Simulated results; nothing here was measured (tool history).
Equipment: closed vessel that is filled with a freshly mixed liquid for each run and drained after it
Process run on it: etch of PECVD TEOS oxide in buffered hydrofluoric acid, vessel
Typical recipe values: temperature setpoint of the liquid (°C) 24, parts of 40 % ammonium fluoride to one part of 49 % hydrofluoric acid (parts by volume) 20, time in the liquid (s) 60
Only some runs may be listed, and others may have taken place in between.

run    hour  temperature setpoint of the liquid (°C)  parts of 40 % ammonium fluoride to one part of 49 % hydrofluoric acid (parts by volume)  time in the liquid (s)  wafers since the last listed run  hours since the thermometer was replaced  hours since the hydrofluoric acid flow meter was replaced  hours since the gauge calibration  read-back film thickness of the PECVD TEOS oxide reference wafer, read on the same gauge (nm)  thickness taken off the PECVD TEOS oxide on a monitor wafer (Å)
  1       0                                       24                                                                                       20                      60                                 0                                       582                                                      662.9                              678.5                                                                                          39.98                                                            404.4
  2    78.1                                       24                                                                                       20                      60                              5461                                     660.1                                                        741                              756.6                                                                                          40.01                                                            405.5
  3   177.7                                       24                                                                                       20                      60                              6965                                     759.7                                                      840.6                              856.2                                                                                          39.99                                                            399.1
  4   254.6                                       24                                                                                       20                      60                              5377                                     836.6                                                      917.5                              933.1                                                                                          39.99                                                              391
  5   292.7                                       24                                                                                       20                      60                              2664                                     874.7                                                      955.6                              971.2                                                                                          40.01                                                            397.4
  6   471.2                                       24                                                                                       20                      35                             12483                                    1053.2                                                     1134.1                             1149.7                                                                                          40.01                                                            226.8
  7   542.2                                       24                                                                                       20                      35                              4965                                    1124.2                                                     1205.1                             1220.7                                                                                          40.02                                                            231.4
  8   620.6                                       24                                                                                       20                      70                              5482                                    1202.6                                                     1283.5                             1299.1                                                                                             40                                                            462.3
  9   660.8                                       24                                                                                       20                      60                              2811                                    1242.8                                                     1323.7                             1339.3                                                                                          40.01                                                            388.4
 10   736.1                                       24                                                                                       20                      60                              5266                                    1318.1                                                       1399                             1414.6                                                                                          40.01                                                            394.7
 11   821.9                                       24                                                                                       20                      60                              6000                                    1403.9                                                     1484.8                             1500.4                                                                                          40.01                                                            391.9
 12   870.9                                       24                                                                                       20                      75                              3426                                    1452.9                                                     1533.8                             1549.4                                                                                          40.02                                                            484.1
 13  1171.1                                       24                                                                                       15                      35                             20994                                    1753.1                                                       1834                             1849.6                                                                                          40.01                                                              301
 14  1342.8                                       24                                                                                       20                      80                             12007                                    1924.8                                                     2005.7                             2021.3                                                                                          40.01                                                            515.6
 15  1385.1                                       24                                                                                       25                      60                              2958                                    1967.1                                                       2048                             2063.6                                                                                          40.04                                                            325.4
 16  1482.6                                       24                                                                                       20                      45                              6818                                    2064.6                                                     2145.5                             2161.1                                                                                          39.99                                                            285.4
     1501.3  -- hydrofluoric acid flow meter replaced
 17  1629.6                                     27.5                                                                                     22.5                      60                             10210                                    2211.6                                                      128.3                             2308.1                                                                                          40.01                                                            431.8
 18  1726.1                                       24                                                                                       20                      60                              6748                                    2308.1                                                      224.8                             2404.6                                                                                          39.99                                                            376.4
     1746.9  -- thermometer replaced
     1765.4  -- gauge calibrated
 19  1777.5                                     27.5                                                                                     22.5                      60                              3524                                      30.6                                                      276.2                               12.1                                                                                             40                                                            467.6
 20  1844.2                                       24                                                                                     27.5                      60                              4664                                      97.3                                                      342.9                               78.8                                                                                          39.97                                                            330.8
 21  1931.1                                       24                                                                                       20                      75                              6077                                     184.2                                                      429.8                              165.7                                                                                             40                                                            516.7
 22  1970.5                                       27                                                                                       13                      60                              2755                                     223.6                                                      469.2                              205.1                                                                                             40                                                            738.2
 23  2266.5                                       22                                                                                     13.5                      75                             20700                                     519.6                                                      765.2                              501.1                                                                                          39.97                                                            683.2

Consider 3 possible next runs. They are alternatives, not a sequence: every one starts from the tool as it was left by run 23. What does each give?
  A  2267.2                                       24                                                                                       20                      60                                48                                     520.3                                                      765.9                              501.8                                                                                              ?                                                                ?
  B  2267.2                                     19.5                                                                                     23.5                      60                                48                                     520.3                                                      765.9                              501.8                                                                                              ?                                                                ?
  C  2267.2                                       24                                                                                     12.5                      50                                48                                     520.3                                                      765.9                              501.8                                                                                              ?                                                                ?

run  read-back film thickness of the PECVD TEOS oxide reference wafer, read on the same gauge (nm)  thickness taken off the PECVD TEOS oxide on a monitor wafer (Å)
  A                                                                                             40                                                            405.9
  B                                                                                             40                                                            282.6
  C                                                                                             40                                                              537
Had the tool no hidden state, the same runs would have come out as:
run  thickness taken off the PECVD TEOS oxide on a monitor wafer (Å)
  A                                                            416.3
  B                                                            290.1
  C                                                            550.7
